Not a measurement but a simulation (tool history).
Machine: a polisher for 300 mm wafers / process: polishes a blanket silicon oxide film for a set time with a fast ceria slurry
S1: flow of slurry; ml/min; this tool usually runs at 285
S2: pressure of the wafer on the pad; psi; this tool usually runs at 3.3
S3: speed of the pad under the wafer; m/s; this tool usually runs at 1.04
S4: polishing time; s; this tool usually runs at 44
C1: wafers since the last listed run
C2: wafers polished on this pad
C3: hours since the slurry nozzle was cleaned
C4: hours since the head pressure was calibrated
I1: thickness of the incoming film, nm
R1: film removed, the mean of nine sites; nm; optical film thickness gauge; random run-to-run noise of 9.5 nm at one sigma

run 1 hour=0.0 | S1=340 S2=3.3 S3=1.18 S4=44 | C1=0 C2=3143 C3=176.3 C4=622.6 | I1=2480.5 | R1=1061.5
run 2 hour=66.4 | S1=235 S2=3.3 S3=1.04 S4=44 | C1=584 C2=3727 C3=242.7 C4=689.0 | I1=2465.1 | R1=879.6
-- hour=120.2 head pressure recalibrated
run 3 hour=154.4 | S1=235 S2=3.3 S3=1.04 S4=44 | C1=756 C2=4484 C3=330.7 C4=34.2 | I1=2461.1 | R1=891.8
run 4 hour=215.7 | S1=235 S2=3.3 S3=1.04 S4=44 | C1=539 C2=5024 C3=392.0 C4=95.5 | I1=2477.9 | R1=895.3
-- hour=285.5 worn pad replaced by a new one
run 5 hour=316.8 | S1=285 S2=3.3 S3=1.04 S4=44 | C1=854 C2=275 C3=493.1 C4=196.6 | I1=2471.8 | R1=886.6
run 6 hour=364.7 | S1=285 S2=3.3 S3=1.04 S4=44 | C1=421 C2=697 C3=541.0 C4=244.5 | I1=2500.4 | R1=894.5
run 7 hour=461.7 | S1=285 S2=3.3 S3=1.04 S4=44 | C1=853 C2=1550 C3=638.0 C4=341.5 | I1=2504.3 | R1=863.5
-- hour=518.1 slurry nozzle cleaned
run 8 hour=544.1 | S1=250 S2=3.3 S3=1.04 S4=44 | C1=716 C2=2267 C3=26.0 C4=423.9 | I1=2517.5 | R1=906.1
run 9 hour=580.6 | S1=285 S2=3.3 S3=1.04 S4=44 | C1=321 C2=2588 C3=62.5 C4=460.4 | I1=2496.7 | R1=917.9
run 10 hour=642.0 | S1=285 S2=3.3 S3=1.04 S4=44 | C1=540 C2=3128 C3=123.9 C4=521.8 | I1=2427.1 | R1=924.9
run 11 hour=701.7 | S1=285 S2=3.3 S3=1.04 S4=44 | C1=525 C2=3653 C3=183.6 C4=581.5 | I1=2463.4 | R1=922.7
-- hour=741.5 head pressure recalibrated
run 12 hour=750.3 | S1=285 S2=3.9 S3=1.04 S4=44 | C1=410 C2=4064 C3=232.2 C4=8.8 | I1=2479.2 | R1=1064.4
run 13 hour=824.1 | S1=285 S2=3.3 S3=1.04 S4=37 | C1=649 C2=4713 C3=306.0 C4=82.6 | I1=2457.8 | R1=762.6
run 14 hour=895.1 | S1=285 S2=3.3 S3=1.04 S4=37 | C1=624 C2=5338 C3=377.0 C4=153.6 | I1=2521.6 | R1=763.3
run 15 hour=960.6 | S1=285 S2=3.3 S3=1.04 S4=55 | C1=576 C2=5914 C3=442.5 C4=219.1 | I1=2463.5 | R1=1115.4
-- hour=996.1 worn pad replaced by a new one
run 16 hour=1015.9 | S1=285 S2=3.3 S3=1.04 S4=55 | C1=451 C2=173 C3=497.8 C4=274.4 | I1=2486.9 | R1=1108.5
run 17 hour=1100.9 | S1=320 S2=4.1 S3=1.04 S4=31 | C1=748 C2=921 C3=582.8 C4=359.4 | I1=2461.2 | R1=762.2
-- hour=1133.9 slurry nozzle cleaned
run 18 hour=1195.3 | S1=285 S2=3.3 S3=1.04 S4=44 | C1=821 C2=1743 C3=61.4 C4=453.8 | I1=2502.4 | R1=927.0
run 19 hour=1310.8 | S1=255 S2=2.9 S3=1.14 S4=51 | C1=1016 C2=2760 C3=176.9 C4=569.3 | I1=2451.6 | R1=1044.2
-- hour=1502.9 head pressure recalibrated
run 20 hour=1504.8 | S1=285 S2=3.3 S3=1.04 S4=44 | C1=1689 C2=4449 C3=370.9 C4=1.9 | I1=2470.3 | R1=920.0
run 21 hour=1604.5 | S1=245 S2=2.1 S3=1.30 S4=36 | C1=877 C2=5327 C3=470.6 C4=101.6 | I1=2500.8 | R1=631.0
run 22 hour=1652.4 | S1=285 S2=4.5 S3=1.04 S4=44 | C1=421 C2=5748 C3=518.5 C4=149.5 | I1=2426.2 | R1=1165.6
-- hour=1719.7 worn pad replaced by a new one
-- hour=1731.0 slurry nozzle cleaned
run 23 hour=1745.5 | S1=235 S2=2.4 S3=1.26 S4=59 | C1=775 C2=217 C3=14.5 C4=242.6 | I1=2526.9 | R1=1137.0
run 24 hour=1833.2 | S1=345 S2=3.0 S3=1.04 S4=30 | C1=771 C2=989 C3=102.2 C4=330.3 | I1=2436.4 | R1=581.6
run 25 hour=1936.2 | S1=285 S2=2.3 S3=0.70 S4=44 | C1=906 C2=1896 C3=205.2 C4=433.3 | I1=2490.8 | R1=469.6
run 26 hour=1979.7 | S1=285 S2=3.3 S3=0.84 S4=31 | C1=382 C2=2278 C3=248.7 C4=476.8 | I1=2461.6 | R1=525.7
run 27 hour=2021.8 | S1=285 S2=3.3 S3=1.04 S4=44 | C1=370 C2=2649 C3=290.8 C4=518.9 | I1=2454.2 | R1=930.8
-- hour=2143.2 head pressure recalibrated
-- hour=2299.7 worn pad replaced by a new one
run 28 hour=2322.5 | S1=285 S2=3.0 S3=1.04 S4=44 | C1=2593 C2=200 C3=591.5 C4=179.3 | I1=2492.4 | R1=817.9
-- hour=2338.7 slurry nozzle cleaned
run 29 hour=2388.3 | S1=285 S2=2.8 S3=1.14 S4=56 | C1=570 C2=770 C3=49.6 C4=245.1 | I1=2459.9 | R1=1122.2
run 30 hour=2467.1 | S1=320 S2=2.5 S3=1.04 S4=44 | C1=693 C2=1464 C3=128.4 C4=323.9 | I1=2493.2 | R1=759.8
run 31 hour=2563.2 | S1=285 S2=3.3 S3=1.04 S4=44 | C1=845 C2=2309 C3=224.5 C4=420.0 | I1=2485.6 | R1=906.4
run 32 hour=2658.1 | S1=285 S2=3.3 S3=1.04 S4=44 | C1=835 C2=3144 C3=319.4 C4=514.9 | I1=2493.9 | R1=918.1
run 33 hour=2739.7 | S1=285 S2=3.3 S3=1.04 S4=44 | C1=718 C2=3863 C3=401.0 C4=596.5 | I1=2465.4 | R1=894.3
-- hour=2771.7 head pressure recalibrated
run 34 hour=2801.1 | S1=285 S2=3.3 S3=0.94 S4=44 | C1=522 C2=4385 C3=462.4 C4=29.4 | I1=2452.5 | R1=816.2
run 35 hour=2890.1 | S1=345 S2=3.3 S3=1.04 S4=59 | C1=783 C2=5168 C3=551.4 C4=118.4 | I1=2466.3 | R1=1203.1
run 36 hour=2933.5 | S1=255 S2=2.9 S3=1.36 S4=53 | C1=381 C2=5550 C3=594.8 C4=161.8 | I1=2476.2 | R1=1228.1
run 37 hour=3011.1 | S1=285 S2=2.6 S3=1.04 S4=31 | C1=682 C2=6233 C3=672.4 C4=239.4 | I1=2488.0 | R1=504.4

For each run, the measured value with the value that run would have given without the tool's hidden condition subtracted. The run-to-run variation is shared by both, the gauge scatter possibly not:
Hidden conditions of the tool in this case: removal rate lost through wear of the pad, %; slurry flow missing at the pad, %; deviation of the head's pressure from its setpoint, %.
run=1 R1=-5.9
run=2 R1=-9.9
run=3 R1=-15.9
run=4 R1=-21.8
run=5 R1=-29.1
run=6 R1=-36.8
run=7 R1=-56.4
run=8 R1=-5.3
run=9 R1=-5.0
run=10 R1=-6.1
run=11 R1=-7.7
run=12 R1=-11.2
run=13 R1=-11.3
run=14 R1=-15.9
run=15 R1=-31.4
run=16 R1=-40.2
run=17 R1=-36.4
run=18 R1=-1.8
run=19 R1=-5.2
run=20 R1=-14.3
run=21 R1=-19.4
run=22 R1=-39.0
run=23 R1=-7.4
run=24 R1=-3.0
run=25 R1=-4.4
run=26 R1=-6.1
run=27 R1=-13.2
run=28 R1=-46.1
run=29 R1=-4.9
run=30 R1=-3.8
run=31 R1=-8.2
run=32 R1=-13.4
run=33 R1=-19.5
run=34 R1=-23.8
run=35 R1=-44.1
run=36 R1=-74.4
run=37 R1=-39.8

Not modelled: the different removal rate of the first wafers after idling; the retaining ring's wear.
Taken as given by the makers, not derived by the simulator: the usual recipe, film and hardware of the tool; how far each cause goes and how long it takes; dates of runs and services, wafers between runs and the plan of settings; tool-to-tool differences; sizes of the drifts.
